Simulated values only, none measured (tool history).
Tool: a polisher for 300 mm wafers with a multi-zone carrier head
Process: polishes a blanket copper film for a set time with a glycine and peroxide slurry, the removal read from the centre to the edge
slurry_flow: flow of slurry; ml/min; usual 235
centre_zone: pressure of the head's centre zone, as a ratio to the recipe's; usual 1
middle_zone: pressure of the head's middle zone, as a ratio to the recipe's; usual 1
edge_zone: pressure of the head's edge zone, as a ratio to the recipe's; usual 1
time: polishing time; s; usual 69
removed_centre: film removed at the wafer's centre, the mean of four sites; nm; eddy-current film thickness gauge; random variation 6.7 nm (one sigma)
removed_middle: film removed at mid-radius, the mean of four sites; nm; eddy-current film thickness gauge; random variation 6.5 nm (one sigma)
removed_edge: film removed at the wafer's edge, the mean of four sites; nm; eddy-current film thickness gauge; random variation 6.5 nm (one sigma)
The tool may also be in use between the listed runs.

run	hour	slurry_flow	centre_zone	middle_zone	edge_zone	time	incoming thickness of the incoming film, nm	removed_centre	removed_middle	removed_edge
1	0	285	1	1.06	1	69	2242.6	466.5	484.6	459.1
2	63.8	235	1	1.11	1	86	2236.1	557.3	597	567.7
3	103.1	170	1	1	1	69	2262	402.1	412.9	425.4
4	162.3	280	0.93	1	1	69	2253.6	417.5	445.3	446.6
5	227.5	235	1	1	1	69	2229.2	430.8	444.6	447.5
6	268.3	235	1.12	0.94	1	69	2244.1	478.7	421.3	445.9
7	296.7	235	1.05	1	0.92	69	2192.9	441.8	427.2	431
8	345.3	210	0.96	0.9	1	69	2246.1	394.3	386.1	428
9	487.1	235	1	1.11	1	86	2223.1	491.4	549.5	523.2
10	543.8	200	1	1	1	69	2209.9	439.5	440.5	456.6
11	593.1	310	1.1	1	1	52	2191.9	390.2	348.3	343.4
12	629.2	235	1	1.11	1	86	2268.9	556.7	612.2	553.3
13	663.8	235	1	1	1.1	47	2259	309	298.8	311.1
14	689.5	235	1	1	1	69	2234.2	443.5	430.6	444
15	740.3	285	0.9	1	1.08	69	2235.8	444.5	476.7	498.8
16	792.1	235	1	1	1	69	2239.6	459.7	459.1	458.2
17	891.1	235	1	1	1.1	47	2231	302.1	303.3	329.9
18	937.5	290	1	1	1	61	2204.4	402.7	402.9	414.5
19	972.1	235	1	1	1	69	2237.6	436.8	436.9	452
20	1010.2	170	1	0.91	0.95	69	2205	391.7	366.8	419.1
21	1035.1	165	1.11	0.96	0.96	69	2254.3	417.4	383	418.2
22	1104.1	170	0.88	1	0.96	69	2200.1	332.1	381	401.4

Not shown: 7 entries that the log had between the listed runs. Between which runs, and how does the tool's hidden state differ before and after?
Between runs 4 and 5: worn pad replaced by a new one (hour 209.7)
  removal rate lost through wear of the pad, %: 3.72 -> 1.01; slurry flow missing at the pad, %: 29.8 -> 33.8
  measured less the result without the state, removed_centre: -40.6 -> -41 nm; removed_middle: -40.7 -> -38.1 nm; removed_edge: -34.8 -> -29.1 nm
Between runs 7 and 8: carrier head's membrane replaced by a new one (hour 344.8)
  removal rate lost through wear of the pad, %: 1.15 -> 1.35; slurry flow missing at the pad, %: 37.9 -> 40.9
  measured less the result without the state, removed_centre: -51 -> -59.2 nm; removed_middle: -44.4 -> -51.7 nm; removed_edge: -33.7 -> -42.1 nm
Between runs 8 and 9: centre zone pressure recalibrated (hour 437.1)
  removal rate lost through wear of the pad, %: 1.35 -> 2.47; slurry flow missing at the pad, %: 40.9 -> 49.4
  measured less the result without the state, removed_centre: -59.2 -> -101.5 nm; removed_middle: -51.7 -> -101.5 nm; removed_edge: -42.1 -> -71.7 nm
Between runs 9 and 10: edge zone pressure recalibrated (hour 490.3); slurry nozzle cleaned (hour 500.9)
  removal rate lost through wear of the pad, %: 2.47 -> 3.13; slurry flow missing at the pad, %: 49.4 -> 5.58
  measured less the result without the state, removed_centre: -101.5 -> -19.1 nm; removed_middle: -101.5 -> -18.6 nm; removed_edge: -71.7 -> -18.1 nm
Between runs 14 and 15: worn pad replaced by a new one (hour 695.6)
  removal rate lost through wear of the pad, %: 5.4 -> 0.102; slurry flow missing at the pad, %: 14.4 -> 17.4
  measured less the result without the state, removed_centre: -37.5 -> -12.4 nm; removed_middle: -35.2 -> -12 nm; removed_edge: -33.5 -> -9.6 nm
Between runs 20 and 21: centre zone pressure recalibrated (hour 1021.1)
  removal rate lost through wear of the pad, %: 1.95 -> 2.26; slurry flow missing at the pad, %: 33.8 -> 35.3
  measured less the result without the state, removed_centre: -56.9 -> -68.4 nm; removed_middle: -47.6 -> -55.8 nm; removed_edge: -40.1 -> -44.7 nm

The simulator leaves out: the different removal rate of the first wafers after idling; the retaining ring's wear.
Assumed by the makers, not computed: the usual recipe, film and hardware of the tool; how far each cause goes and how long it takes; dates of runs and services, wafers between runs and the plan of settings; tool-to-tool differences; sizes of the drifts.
